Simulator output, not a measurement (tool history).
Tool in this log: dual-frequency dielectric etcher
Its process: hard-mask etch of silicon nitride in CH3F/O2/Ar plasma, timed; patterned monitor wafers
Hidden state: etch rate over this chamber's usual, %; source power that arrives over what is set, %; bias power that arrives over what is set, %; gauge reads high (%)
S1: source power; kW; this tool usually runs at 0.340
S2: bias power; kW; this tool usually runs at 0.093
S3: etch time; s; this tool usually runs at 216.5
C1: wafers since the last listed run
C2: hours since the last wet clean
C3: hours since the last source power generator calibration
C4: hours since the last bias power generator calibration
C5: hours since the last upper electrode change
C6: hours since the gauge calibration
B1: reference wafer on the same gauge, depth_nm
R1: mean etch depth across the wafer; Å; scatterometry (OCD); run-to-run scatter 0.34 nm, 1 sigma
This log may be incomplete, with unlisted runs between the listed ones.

Run 1, hour 0.0: usual settings; C1 0; C2 321.8; C3 2488.4; C4 395.3; C5 2672.1; C6 250.3; B1 135.0. Result: R1 1569 Å.
Run 2, hour 43.1: usual settings but S1 0.360 kW; C1 333; C2 364.9; C3 2531.5; C4 438.4; C5 2715.2; C6 293.4; B1 135.0. Result: R1 1582 Å.
Run 3, hour 154.6: usual settings but S1 0.360 kW; C1 863; C2 476.4; C3 2643.0; C4 549.9; C5 2826.7; C6 404.9; B1 135.0. Result: R1 1584 Å.
At hour 200.1: wet clean of the chamber.
Run 4, hour 205.4: usual settings but S2 0.082 kW; C1 207; C2 5.3; C3 2693.8; C4 600.7; C5 2877.5; C6 455.7; B1 135.0. Result: R1 1515 Å.
Run 5, hour 244.9: usual settings but S2 0.082 kW; C1 305; C2 44.8; C3 2733.3; C4 640.2; C5 2917.0; C6 495.2; B1 134.9. Result: R1 1507 Å.
Run 6, hour 314.9: usual settings but S2 0.082 kW; C1 542; C2 114.8; C3 2803.3; C4 710.2; C5 2987.0; C6 565.2; B1 135.0. Result: R1 1515 Å.
Run 7, hour 356.5: usual settings; C1 322; C2 156.4; C3 2844.9; C4 751.8; C5 3028.6; C6 606.8; B1 135.1. Result: R1 1565 Å.
Run 8, hour 425.4: usual settings; C1 533; C2 225.3; C3 2913.8; C4 820.7; C5 3097.5; C6 675.7; B1 135.0. Result: R1 1558 Å.
Run 9, hour 488.0: usual settings; C1 484; C2 287.9; C3 2976.4; C4 883.3; C5 3160.1; C6 738.3; B1 134.9. Result: R1 1561 Å.
Run 10, hour 512.7: usual settings; C1 191; C2 312.6; C3 3001.1; C4 908.0; C5 3184.8; C6 763.0; B1 135.1. Result: R1 1554 Å.
Run 11, hour 559.2: usual settings; C1 360; C2 359.1; C3 3047.6; C4 954.5; C5 3231.3; C6 809.5; B1 135.0. Result: R1 1555 Å.
Run 12, hour 590.0: usual settings; C1 238; C2 389.9; C3 3078.4; C4 985.3; C5 3262.1; C6 840.3; B1 135.0. Result: R1 1554 Å.
At hour 671.4: wet clean of the chamber.
Run 13, hour 671.9: usual settings; C1 448; C2 0.5; C3 3160.3; C4 1067.2; C5 3344.0; C6 922.2; B1 135.0. Result: R1 1565 Å.
Run 14, hour 694.6: usual settings but S1 0.400 kW; C1 175; C2 23.2; C3 3183.0; C4 1089.9; C5 3366.7; C6 944.9; B1 134.9. Result: R1 1626 Å.
Run 15, hour 730.8: usual settings but S1 0.320 kW, S2 0.087 kW; C1 280; C2 59.4; C3 3219.2; C4 1126.1; C5 3402.9; C6 981.1; B1 135.0. Result: R1 1507 Å.
Run 16, hour 801.0: usual settings; C1 543; C2 129.6; C3 3289.4; C4 1196.3; C5 3473.1; C6 1051.3; B1 135.0. Result: R1 1556 Å.
Run 17, hour 837.2: usual settings but S2 0.104 kW; C1 280; C2 165.8; C3 3325.6; C4 1232.5; C5 3509.3; C6 1087.5; B1 134.9. Result: R1 1604 Å.
Run 18, hour 867.5: usual settings but S1 0.310 kW, S3 258.5 s; C1 234; C2 196.1; C3 3355.9; C4 1262.8; C5 3539.6; C6 1117.8; B1 135.0. Result: R1 1815 Å.
Run 19, hour 938.9: usual settings but S3 194.0 s; C1 553; C2 267.5; C3 3427.3; C4 1334.2; C5 3611.0; C6 1189.2; B1 135.0. Result: R1 1390 Å.
Run 20, hour 982.9: usual settings; C1 340; C2 311.5; C3 3471.3; C4 1378.2; C5 3655.0; C6 1233.2; B1 135.0. Result: R1 1544 Å.
Run 21, hour 1010.3: usual settings; C1 212; C2 338.9; C3 3498.7; C4 1405.6; C5 3682.4; C6 1260.6; B1 135.0. Result: R1 1546 Å.
At hour 1036.2: gauge calibrated.
At hour 1047.4: source power generator calibrated.
At hour 1067.0: upper electrode replaced.
Run 22, hour 1067.5: usual settings but S1 0.390 kW; C1 259; C2 396.1; C3 20.1; C4 1462.8; C5 0.5; C6 31.3; B1 135.1. Result: R1 1600 Å.
At hour 1102.8: bias power generator calibrated.
Run 23, hour 1119.8: usual settings but S1 0.310 kW, S2 0.110 kW, S3 157.0 s; C1 374; C2 448.4; C3 72.4; C4 17.0; C5 52.8; C6 83.6; B1 134.9. Result: R1 1162 Å.
At hour 1195.0: wet clean of the chamber.
Run 24, hour 1217.9: usual settings; C1 574; C2 22.9; C3 170.5; C4 115.1; C5 150.9; C6 181.7; B1 135.0. Result: R1 1571 Å.
Run 25, hour 1242.8: usual settings but S1 0.270 kW, S2 0.115 kW; C1 192; C2 47.8; C3 195.4; C4 140.0; C5 175.8; C6 206.6; B1 135.0. Result: R1 1588 Å.
Run 26, hour 1275.2: usual settings but S1 0.380 kW, S2 0.101 kW; C1 250; C2 80.2; C3 227.8; C4 172.4; C5 208.2; C6 239.0; B1 135.0. Result: R1 1647 Å.
Run 27, hour 1345.1: usual settings; C1 541; C2 150.1; C3 297.7; C4 242.3; C5 278.1; C6 308.9; B1 135.0. Result: R1 1569 Å.
Run 28, hour 1404.0: usual settings but S2 0.115 kW; C1 456; C2 209.0; C3 356.6; C4 301.2; C5 337.0; C6 367.8; B1 135.1. Result: R1 1670 Å.

Alternative continuations, all from the tool just after run 28; predict every row:
Run A, hour 1404.5: usual settings; C1 3; C2 209.5; C3 357.1; C4 301.7; C5 337.5; C6 368.3; B1 ?. Result: R1 ?.
Run B, hour 1404.5: usual settings but S2 0.114 kW; C1 3; C2 209.5; C3 357.1; C4 301.7; C5 337.5; C6 368.3; B1 ?. Result: R1 ?.
Run C, hour 1404.5: usual settings but S2 0.103 kW; C1 3; C2 209.5; C3 357.1; C4 301.7; C5 337.5; C6 368.3; B1 ?. Result: R1 ?.
Run D, hour 1404.5: usual settings but S1 0.290 kW, S2 0.080 kW; C1 3; C2 209.5; C3 357.1; C4 301.7; C5 337.5; C6 368.3; B1 ?. Result: R1 ?.

run     B1    R1
  A  135.0  1567
  B  135.0  1669
  C  135.0  1616
  D  135.0  1444
What these runs would have given with no unlogged condition in the tool:
run    R1
  A  1576
  B  1679
  C  1626
  D  1453

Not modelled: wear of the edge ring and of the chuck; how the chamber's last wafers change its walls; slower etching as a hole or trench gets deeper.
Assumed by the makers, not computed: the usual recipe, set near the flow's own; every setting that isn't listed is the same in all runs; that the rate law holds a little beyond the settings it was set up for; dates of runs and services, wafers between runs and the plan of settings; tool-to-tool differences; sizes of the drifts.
